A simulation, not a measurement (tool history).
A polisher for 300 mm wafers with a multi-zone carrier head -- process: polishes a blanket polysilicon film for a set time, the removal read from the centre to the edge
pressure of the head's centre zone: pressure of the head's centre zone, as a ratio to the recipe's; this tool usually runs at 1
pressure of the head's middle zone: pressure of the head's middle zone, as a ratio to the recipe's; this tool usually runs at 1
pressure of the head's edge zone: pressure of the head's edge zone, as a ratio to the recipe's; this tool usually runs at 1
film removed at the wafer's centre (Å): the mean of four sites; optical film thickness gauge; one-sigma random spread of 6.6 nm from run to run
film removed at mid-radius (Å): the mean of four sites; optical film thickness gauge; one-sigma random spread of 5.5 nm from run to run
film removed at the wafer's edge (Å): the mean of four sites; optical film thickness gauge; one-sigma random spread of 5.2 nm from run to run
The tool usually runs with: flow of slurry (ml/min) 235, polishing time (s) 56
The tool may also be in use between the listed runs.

run     day  flow of slurry (ml/min)  pressure of the head's centre zone  pressure of the head's middle zone  pressure of the head's edge zone  polishing time (s)  incoming thickness of the incoming film, nm  film removed at the wafer's centre (Å)  film removed at mid-radius (Å)  film removed at the wafer's edge (Å)
  1       0                      235                                   1                                   1                                 1                  56                                       2257.7                                    4565                            4834                                  4735
      0.317  -- centre zone pressure recalibrated
  2   0.671                      235                                   1                                   1                                 1                  56                                       2266.9                                    4410                            4793                                  4832
  3   1.358                      235                                   1                                   1                                 1                  56                                         2272                                    4383                            4699                                  4756
  4   2.204                      235                                   1                                   1                                 1                  56                                       2262.1                                    4310                            4861                                  4601
      3.179  -- edge zone pressure recalibrated
  5   3.396                      235                                   1                                   1                                 1                  56                                       2286.2                                    4371                            4860                                  4752
  6   3.917                      235                                   1                                   1                                 1                  56                                       2258.2                                    4402                            4808                                  4628
      5.042  -- worn pad replaced by a new one
      5.504  -- carrier head's membrane replaced by a new one
  7   5.525                      275                                   1                                 0.9                                 1                  56                                       2273.2                                    4414                            4547                                  4797
  8   6.754                      210                                   1                                   1                                 1                  56                                       2261.2                                    4202                            4721                                  4665
      6.921  -- centre zone pressure recalibrated, repeated, since the last time left the tool worse
  9   8.875                      210                                   1                                1.08                                 1                  56                                       2248.5                                    4564                            4979                                  4631
 10   9.692                      235                                   1                                   1                                 1                  56                                       2258.1                                    4759                            4854                                  4741
 11   10.45                      235                                0.95                                0.94                              1.11                  56                                       2227.3                                    4561                            4639                                  4919
       10.9  -- worn pad replaced by a new one
 12  11.433                      235                                   1                                   1                                 1                  56                                       2272.7                                    4760                            4883                                  4701
 13  11.958                      190                                   1                                   1                                 1                  56                                       2237.3                                    4490                            4658                                  4649
     12.354  -- slurry nozzle cleaned
 14  12.954                      235                                   1                                0.93                              0.95                  73                                         2250                                    5975                            5907                                  6047
 15  13.646                      235                                   1                                1.07                                 1                  37                                       2227.1                                    3024                            3374                                  3075
 16  14.162                      235                                   1                                 0.9                                 1                  56                                       2224.4                                    4573                            4465                                  4720
 17    15.3                      270                                   1                                   1                               0.9                  62                                       2275.8                                    5193                            5305                                  5113
 18  16.542                      235                                   1                                   1                                 1                  56                                       2247.6                                    4698                            4806                                  4751
 19  17.054                      235                                   1                                0.91                              1.11                  56                                         2267                                    4550                            4517                                  4922
     17.829  -- worn pad replaced by a new one
 20  18.525                      235                                   1                                   1                                 1                  56                                       2259.6                                    4566                            4880                                  4803
 21  19.438                      235                                   1                                0.91                                 1                  56                                       2235.5                                    4579                            4432                                  4655
 22  20.838                      235                                1.03                                   1                                 1                  56                                       2251.5                                    4527                            4839                                  4745
 23  21.688                      235                                   1                                   1                                 1                  56                                       2267.4                                    4574                            4725                                  4726

Consider 3 possible next runs. They are alternatives, not a sequence: every one starts from the tool as it was left by run 23. What does each give?
  A  21.704                      235                                   1                                   1                              1.03                  56                                       2293.6                                       ?                               ?                                     ?
  B  21.704                      235                                0.96                                1.08                                 1                  56                                       2293.6                                       ?                               ?                                     ?
  C  21.704                      235                                   1                                   1                              0.94                  56                                       2293.6                                       ?                               ?                                     ?

run  film removed at the wafer's centre (Å)  film removed at mid-radius (Å)  film removed at the wafer's edge (Å)
  A                                    4524                            4830                                  4788
  B                                    4423                            5157                                  4722
  C                                    4524                            4831                                  4606
Had the tool no hidden state, the same runs would have come out as:
run  film removed at the wafer's centre (Å)  film removed at mid-radius (Å)  film removed at the wafer's edge (Å)
  A                                    4685                            4829                                  4788
  B                                    4581                            5156                                  4722
  C                                    4685                            4830                                  4606

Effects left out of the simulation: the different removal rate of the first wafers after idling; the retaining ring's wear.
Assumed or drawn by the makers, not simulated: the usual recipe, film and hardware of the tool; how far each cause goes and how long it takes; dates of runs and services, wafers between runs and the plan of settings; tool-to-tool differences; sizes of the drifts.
